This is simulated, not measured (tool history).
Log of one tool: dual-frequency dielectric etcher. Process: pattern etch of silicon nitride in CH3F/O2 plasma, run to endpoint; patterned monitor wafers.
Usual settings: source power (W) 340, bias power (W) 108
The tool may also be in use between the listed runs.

| run | hour | source power (W) | bias power (W) | wafers since the last listed run | hours since the last wet clean | hours since the last source power generator calibration | hours since the last bias power generator calibration | hours since the last upper electrode change | incoming incoming film thickness, nm | endpoint time (s) |
|---|---|---|---|---|---|---|---|---|---|---|
| 1 | 0 | 290 | 108 | 0 | 548.5 | 3452.8 | 3568.1 | 3405.5 | 73.7 | 82.1 |
|  | 49.7 | wet clean of the chamber |
| 2 | 50.2 | 290 | 108 | 183 | 0.5 | 3503 | 3618.3 | 3455.7 | 73.8 | 81.3 |
| 3 | 140 | 290 | 108 | 628 | 90.3 | 3592.8 | 3708.1 | 3545.5 | 73.6 | 82.3 |
| 4 | 246.5 | 340 | 108 | 745 | 196.8 | 3699.3 | 3814.6 | 3652 | 72.9 | 73.9 |
| 5 | 324.3 | 340 | 108 | 544 | 274.6 | 3777.1 | 3892.4 | 3729.8 | 73.5 | 74.5 |
| 6 | 381.4 | 340 | 94 | 399 | 331.7 | 3834.2 | 3949.5 | 3786.9 | 73.5 | 80.7 |
| 7 | 434 | 340 | 94 | 368 | 384.3 | 3886.8 | 4002.1 | 3839.5 | 72.9 | 79.7 |
| 8 | 472.2 | 340 | 108 | 267 | 422.5 | 3925 | 4040.3 | 3877.7 | 73.6 | 75.6 |
| 9 | 561.5 | 340 | 108 | 624 | 511.8 | 4014.3 | 4129.6 | 3967 | 72.9 | 75.3 |
|  | 632.9 | wet clean of the chamber |
|  | 636.5 | source power generator calibrated |
| 10 | 660.4 | 340 | 108 | 498 | 27.5 | 23.9 | 4228.5 | 4065.9 | 73.2 | 77.5 |
| 11 | 706.2 | 340 | 108 | 320 | 73.3 | 69.7 | 4274.3 | 4111.7 | 73.7 | 77.5 |
| 12 | 793.4 | 400 | 108 | 610 | 160.5 | 156.9 | 4361.5 | 4198.9 | 73.6 | 71.2 |
|  | 835.5 | bias power generator calibrated |
| 13 | 854.7 | 340 | 128 | 400 | 221.8 | 218.2 | 19.2 | 4260.2 | 74.2 | 72.9 |
|  | 922 | wet clean of the chamber, repeated, since the last time left the tool worse |
| 14 | 951 | 400 | 118 | 505 | 29 | 314.5 | 115.5 | 4356.5 | 73.8 | 64.6 |
| 15 | 1023.2 | 340 | 108 | 505 | 101.2 | 386.7 | 187.7 | 4428.7 | 74 | 75.3 |
| 16 | 1063.9 | 300 | 84 | 284 | 141.9 | 427.4 | 228.4 | 4469.4 | 73.6 | 91 |
|  | 1115.6 | upper electrode replaced |
| 17 | 1116.1 | 340 | 108 | 197 | 194.1 | 479.6 | 280.6 | 0.5 | 74 | 75 |
| 18 | 1202.5 | 310 | 123 | 604 | 280.5 | 566 | 367 | 86.9 | 73.4 | 74.4 |
| 19 | 1246 | 390 | 122 | 304 | 324 | 609.5 | 410.5 | 130.4 | 74 | 65.3 |
| 20 | 1321.4 | 410 | 129 | 527 | 399.4 | 684.9 | 485.9 | 205.8 | 73.3 | 61.7 |
| 21 | 1401.2 | 280 | 123 | 558 | 479.2 | 764.7 | 565.7 | 285.6 | 73.8 | 80.7 |
| 22 | 1460.9 | 300 | 90 | 417 | 538.9 | 824.4 | 625.4 | 345.3 | 74.1 | 89.9 |

4 ways to go on from here, each from the tool as it stands after run 22. What would each give?
| A | 1461.4 | 340 | 108 | 3 | 539.4 | 824.9 | 625.9 | 345.8 | 73.9 | ? |
| B | 1461.4 | 290 | 130 | 3 | 539.4 | 824.9 | 625.9 | 345.8 | 73.9 | ? |
| C | 1461.4 | 320 | 108 | 3 | 539.4 | 824.9 | 625.9 | 345.8 | 73.9 | ? |
| D | 1461.4 | 420 | 121 | 3 | 539.4 | 824.9 | 625.9 | 345.8 | 73.9 | ? |

| run | endpoint time (s) |
|---|---|
| A | 76.7 |
| B | 77 |
| C | 79.6 |
| D | 64.5 |
Without the tool's hidden state the same runs would have given:
| run | endpoint time (s) |
|---|---|
| A | 74.1 |
| B | 74.4 |
| C | 76.8 |
| D | 62.3 |
